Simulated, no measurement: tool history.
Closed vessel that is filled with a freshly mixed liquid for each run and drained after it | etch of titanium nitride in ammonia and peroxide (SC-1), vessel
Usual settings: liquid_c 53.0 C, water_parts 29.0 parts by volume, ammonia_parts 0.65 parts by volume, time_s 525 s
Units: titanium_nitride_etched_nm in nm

run,day,liquid_c,water_parts,ammonia_parts,time_s,wafers since the last listed run,hours since the thermometer was replaced,hours since the ammonia flow meter was replaced,hours since the drum of ammonia solution was connected,hours since the gauge calibration,"read-back film thickness of the titanium nitride reference wafer, read on the same gauge (nm)",titanium_nitride_etched_nm
1,0.000,47.5,29.0,0.65,525,0,2360.2,174.2,690.5,404.2,50.02,15.26
2,0.783,53.0,29.0,0.65,405,1431,2379.0,193.0,709.3,423.0,50.01,17.34
3,2.246,53.0,29.0,0.65,355,2672,2414.1,228.1,744.4,458.1,49.99,15.04
4,3.679,53.0,29.0,0.65,355,2619,2448.5,262.5,778.8,492.5,49.99,15.25
5,4.921,53.0,29.0,0.65,355,2269,2478.3,292.3,808.6,522.3,50.02,15.16
6,6.362,53.0,29.0,0.65,525,2634,2512.9,326.9,843.2,556.9,50.00,22.37
7,7.392,53.0,29.0,0.65,525,1880,2537.6,351.6,867.9,581.6,50.03,22.14
# day 8.500: ammonia flow meter replaced
8,9.758,53.0,29.0,0.65,525,4249,2594.4,30.2,924.7,638.4,50.00,22.32
9,11.117,53.0,29.0,0.65,755,2482,2627.0,62.8,957.3,671.0,50.00,32.00
10,12.133,53.0,34.5,0.65,525,1858,2651.4,87.2,981.7,695.4,50.00,20.11
11,13.425,53.0,34.5,0.65,525,2360,2682.4,118.2,1012.7,726.4,50.01,20.29
# day 13.996: thermometer replaced
12,14.346,45.5,29.0,0.85,835,1606,8.4,140.3,1034.8,748.5,49.99,21.91
# day 14.433: new drum of ammonia solution connected
13,15.083,53.0,41.0,0.75,350,1271,26.1,158.0,15.6,766.2,50.02,12.72
14,16.408,53.0,29.0,0.50,605,2421,57.9,189.8,47.4,798.0,50.01,24.95
15,17.242,53.0,29.0,0.65,525,1522,77.9,209.8,67.4,818.0,49.99,22.57
16,17.988,53.0,29.0,0.65,525,1363,95.8,227.7,85.3,835.9,49.99,22.73
17,18.642,53.0,29.0,0.65,270,1195,111.5,243.4,101.0,851.6,50.01,11.76
18,19.496,47.5,29.0,0.65,525,1561,132.0,263.9,121.5,872.1,49.98,15.44
# day 22.804: ammonia flow meter replaced
19,23.062,46.5,15.5,0.65,760,6442,217.6,6.2,207.1,957.7,50.00,29.50
20,23.592,53.0,33.5,0.75,525,967,230.3,18.9,219.8,970.4,49.98,21.29
21,24.671,53.0,29.0,0.65,525,1972,256.2,44.8,245.7,996.3,50.01,22.62
# day 25.325: gauge calibrated
22,25.792,53.0,29.0,0.65,525,2048,283.1,71.7,272.6,11.2,49.99,22.64
23,27.833,53.0,17.5,0.75,525,3731,332.1,120.7,321.6,60.2,50.00,30.97
24,29.308,43.0,29.0,0.50,525,2695,367.5,156.1,357.0,95.6,50.01,10.63
25,33.800,45.5,29.0,0.40,215,8208,475.3,263.9,464.8,203.4,49.99,4.94
26,34.754,46.5,29.0,0.75,635,1743,498.2,286.8,487.7,226.3,50.00,17.93
27,35.692,53.0,40.0,0.40,525,1713,520.7,309.3,510.2,248.8,49.99,17.03

Run 28 comes next. What will it give?
28,36.712,45.5,18.5,0.65,635,1865,545.2,333.8,534.7,273.3,?,?

{"run 28": {"read-back film thickness of the titanium nitride reference wafer, read on the same gauge (nm)": 50.01, "titanium_nitride_etched_nm": 20.66}}
Without the tool's hidden state the same run would have given titanium_nitride_etched_nm 20.94 nm.

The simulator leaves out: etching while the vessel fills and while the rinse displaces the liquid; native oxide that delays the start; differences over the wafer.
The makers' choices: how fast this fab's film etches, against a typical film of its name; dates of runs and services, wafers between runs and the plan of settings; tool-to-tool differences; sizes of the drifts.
